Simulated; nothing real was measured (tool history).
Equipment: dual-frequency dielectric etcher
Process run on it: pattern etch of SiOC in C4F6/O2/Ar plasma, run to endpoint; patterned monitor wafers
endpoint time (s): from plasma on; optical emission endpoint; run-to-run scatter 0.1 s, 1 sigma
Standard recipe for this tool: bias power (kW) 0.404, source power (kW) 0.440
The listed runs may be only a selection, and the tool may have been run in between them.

run     day  bias power (kW)  source power (kW)  wafers since the last listed run  hours since the last wet clean  hours since the last bias power generator calibration  hours since the last source power generator calibration  hours since the last upper electrode change  incoming incoming film thickness, nm  endpoint time (s)
  1   0.000            0.404              0.440                                 0                           350.5                                                 1380.7                                                   1845.1                                       2741.6                                 42.00               15.8
  2   1.771            0.431              0.440                               686                           393.0                                                 1423.2                                                   1887.6                                       2784.1                                 41.87               15.6
  3   5.967            0.431              0.440                              1627                           493.7                                                 1523.9                                                   1988.3                                       2884.8                                 41.91               15.6
  4   8.421            0.404              0.440                               952                           552.6                                                 1582.8                                                   2047.2                                       2943.7                                 41.59               15.6
  5  10.950            0.367              0.490                               981                           613.3                                                 1643.5                                                   2107.9                                       3004.4                                 42.10               15.3
     13.038  -- wet clean of the chamber
  6  13.058            0.367              0.490                               429                             0.5                                                 1694.1                                                   2158.5                                       3055.0                                 42.26               15.5
  7  15.188            0.367              0.490                               825                            51.6                                                 1745.2                                                   2209.6                                       3106.1                                 42.17               15.6
  8  16.946            0.404              0.520                               682                            93.8                                                 1787.4                                                   2251.8                                       3148.3                                 41.82               14.4
  9  19.617            0.404              0.520                              1036                           157.9                                                 1851.5                                                   2315.9                                       3212.4                                 41.58               14.3
 10  23.571            0.404              0.520                              1533                           252.8                                                 1946.4                                                   2410.8                                       3307.3                                 41.99               14.6
 11  26.221            0.404              0.440                              1027                           316.4                                                 2010.0                                                   2474.4                                       3370.9                                 42.18               16.0
 12  27.742            0.404              0.440                               589                           352.9                                                 2046.5                                                   2510.9                                       3407.4                                 42.32               16.0
 13  30.854            0.404              0.440                              1207                           427.6                                                 2121.2                                                   2585.6                                       3482.1                                 42.11               16.1
 14  33.988            0.486              0.410                              1215                           502.8                                                 2196.4                                                   2660.8                                       3557.3                                 42.07               15.8
 15  36.658            0.447              0.540                              1036                           566.9                                                 2260.5                                                   2724.9                                       3621.4                                 42.32               14.0
     39.721  -- wet clean of the chamber
 16  40.308            0.404              0.360                              1027                            14.1                                                 2348.1                                                   2812.5                                       3709.0                                 41.60               18.0
 17  44.012            0.429              0.390                              1436                           103.0                                                 2437.0                                                   2901.4                                       3797.9                                 42.30               17.2
 18  48.146            0.315              0.390                              1603                           202.2                                                 2536.2                                                   3000.6                                       3897.1                                 42.04               18.4
     51.254  -- upper electrode replaced
 19  51.275            0.355              0.490                               825                           277.3                                                 2611.3                                                   3075.7                                          0.5                                 42.08               15.8
     52.138  -- source power generator calibrated
     54.854  -- bias power generator calibrated
 20  55.650            0.404              0.440                              1567                           382.3                                                   19.1                                                     84.3                                        105.5                                 41.98               15.7
 21  59.571            0.485              0.440                              1520                           476.4                                                  113.2                                                    178.4                                        199.6                                 42.11               15.0
     62.308  -- wet clean of the chamber
 22  62.329            0.312              0.370                               682                             0.5                                                  179.4                                                    244.6                                        265.8                                 41.91               18.9
 23  65.646            0.329              0.340                              1286                            80.1                                                  259.0                                                    324.2                                        345.4                                 41.94               19.6
 24  67.171            0.404              0.470                               591                           116.7                                                  295.6                                                    360.8                                        382.0                                 41.85               15.1
 25  70.775            0.456              0.370                              1398                           203.2                                                  382.1                                                    447.3                                        468.5                                 41.79               17.0
 26  73.325            0.404              0.440                               989                           264.4                                                  443.3                                                    508.5                                        529.7                                 42.41               15.8
 27  74.996            0.404              0.440                               648                           304.5                                                  483.4                                                    548.6                                        569.8                                 41.87               15.8
 28  77.833            0.463              0.400                              1100                           372.6                                                  551.5                                                    616.7                                        637.9                                 41.83               15.8
     83.379  -- wet clean of the chamber
 29  85.225            0.377              0.350                              2479                            44.3                                                  728.9                                                    794.1                                        815.3                                 41.71               18.7
 30  87.879            0.404              0.440                              1029                           108.0                                                  792.6                                                    857.8                                        879.0                                 42.03               15.9
 31  91.550            0.479              0.480                              1423                           196.1                                                  880.7                                                    945.9                                        967.1                                 42.17               14.3
 32  94.833            0.469              0.360                              1273                           274.9                                                  959.5                                                   1024.7                                       1045.9                                 42.11               17.4
 33  97.342            0.404              0.440                               973                           335.1                                                 1019.7                                                   1084.9                                       1106.1                                 41.70               15.5
 34  99.362            0.404              0.440                               783                           383.6                                                 1068.2                                                   1133.4                                       1154.6                                 41.84               15.8

Hidden condition of the tool, last listed run before each entry between runs versus first listed run after:
Run 5 -> run 6: wet clean of the chamber (day 13.038)
  source power that arrives over what is set, %: -1.72 -> -1.81
  measured less the result without the state, endpoint time (s): +0.1 -> +0.2
Run 15 -> run 16: wet clean of the chamber (day 39.721)
  source power that arrives over what is set, %: -3 -> -3.21
  measured less the result without the state, endpoint time (s): +0.3 -> +0.4
Run 18 -> run 19: upper electrode replaced (day 51.254)
  source power that arrives over what is set, %: -3.68 -> -3.88
  measured less the result without the state, endpoint time (s): +0.4 -> +0.3
Run 19 -> run 20: source power generator calibrated (day 52.138); bias power generator calibrated (day 54.854)
  source power that arrives over what is set, %: -3.88 -> -0.0753
  measured less the result without the state, endpoint time (s): +0.3 -> +0.1
Run 21 -> run 22: wet clean of the chamber (day 62.308)
  source power that arrives over what is set, %: -0.086 -> -0.098
  measured less the result without the state, endpoint time (s): +0.0 -> +0.0
Run 28 -> run 29: wet clean of the chamber (day 83.379)
  source power that arrives over what is set, %: -0.236 -> -0.343
  measured less the result without the state, endpoint time (s): +0.0 -> +0.1

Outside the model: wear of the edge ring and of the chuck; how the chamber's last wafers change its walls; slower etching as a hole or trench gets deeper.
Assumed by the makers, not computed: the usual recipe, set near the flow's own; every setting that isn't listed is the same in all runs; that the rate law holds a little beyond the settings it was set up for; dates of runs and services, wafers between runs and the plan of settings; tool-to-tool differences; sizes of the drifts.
